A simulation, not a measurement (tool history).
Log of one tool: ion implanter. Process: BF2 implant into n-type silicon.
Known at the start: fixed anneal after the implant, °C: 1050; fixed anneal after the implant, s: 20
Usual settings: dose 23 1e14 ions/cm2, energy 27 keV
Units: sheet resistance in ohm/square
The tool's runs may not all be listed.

run,day,dose,energy,wafers since the last listed run,hours since the last dose calibration,hours since the extraction supply was calibrated,hours since the gauge calibration,"read-back reference wafer on the same gauge, sheet resistance",sheet resistance
1,0,18.16,29.5,0,1305.3,5043,695.9,95.04,98.55
2,0.925,18.16,29.5,463,1327.5,5065.2,718.1,95.06,99.21
3,1.679,23,27,377,1345.6,5083.3,736.2,95.19,97.19
4,5.712,23,27,2020,1442.4,5180.1,833,95.42,97.4
5,6.862,23,27,576,1470,5207.7,860.6,95.66,97.58
6,7.608,23,27,373,1487.9,5225.6,878.5,95.62,98.16
7,8.542,27.8,27,467,1510.3,5248,900.9,95.68,96.07
8,9.667,23,34.5,563,1537.3,5275,927.9,95.82,89.07
9,11.125,23,34.5,730,1572.3,5310,962.9,95.83,89.38
10,12.175,23,27,526,1597.5,5335.2,988.1,95.94,98.08
11,13.638,23,27,732,1632.6,5370.3,1023.2,96.05,98.17
12,14.729,23,27,546,1658.8,5396.5,1049.4,96.22,97.74
13,17.658,23,27,1467,1729.1,5466.8,1119.7,96.54,98.73
14,18.846,26.95,32,595,1757.6,5495.3,1148.2,96.51,89.89
15,19.642,25.62,24,398,1776.7,5514.4,1167.3,96.52,102.18
# day 20.188: gauge calibrated
16,20.358,27.82,32.5,359,1793.9,5531.6,4.1,93,86.73
17,21.333,19.44,22.5,488,1817.3,5555,27.5,93.05,103.9
18,25.229,16.49,24,1952,1910.8,5648.5,121,93.36,106.42
# day 25.662: Faraday cup replaced and dose calibrated
19,26.521,27.94,31,480,20.6,5679.5,152,93.4,88.26
20,27.538,18.28,23,509,45,5703.9,176.4,93.56,105.05
21,28.975,23,23.5,720,79.5,5738.4,210.9,93.67,100.06
# day 30.404: extraction supply calibrated
22,30.425,23,27,559,114.3,0.5,245.7,93.85,96.04
23,34.796,23,27,2190,219.2,105.4,350.6,94.2,96.79
24,35.821,18.28,23,513,243.8,130,375.2,94.2,105.99
25,36.908,29.37,27,544,269.9,156.1,401.3,94.28,93.43
26,37.933,16.89,18,513,294.5,180.7,425.9,94.46,116.86
27,39.3,25.6,27,684,327.3,213.5,458.7,94.45,94.94
28,40.075,23,27,388,345.9,232.1,477.3,94.57,96.53

What the log doesn't show, run by run:
deviation of the true dose from the Faraday cup's reading, %: 0 in every run
deviation of the true energy from its setpoint, %: 0 in every run
H1: gauge reads high (%)
run,H1
1,2.3
2,2.38
3,2.44
4,2.79
5,2.88
6,2.95
7,3.03
8,3.12
9,3.25
10,3.34
11,3.47
12,3.56
13,3.81
14,3.91
15,3.98
16,0.121
17,0.205
18,0.538
19,0.649
20,0.736
21,0.859
22,0.983
23,1.36
24,1.45
25,1.54
26,1.63
27,1.74
28,1.81

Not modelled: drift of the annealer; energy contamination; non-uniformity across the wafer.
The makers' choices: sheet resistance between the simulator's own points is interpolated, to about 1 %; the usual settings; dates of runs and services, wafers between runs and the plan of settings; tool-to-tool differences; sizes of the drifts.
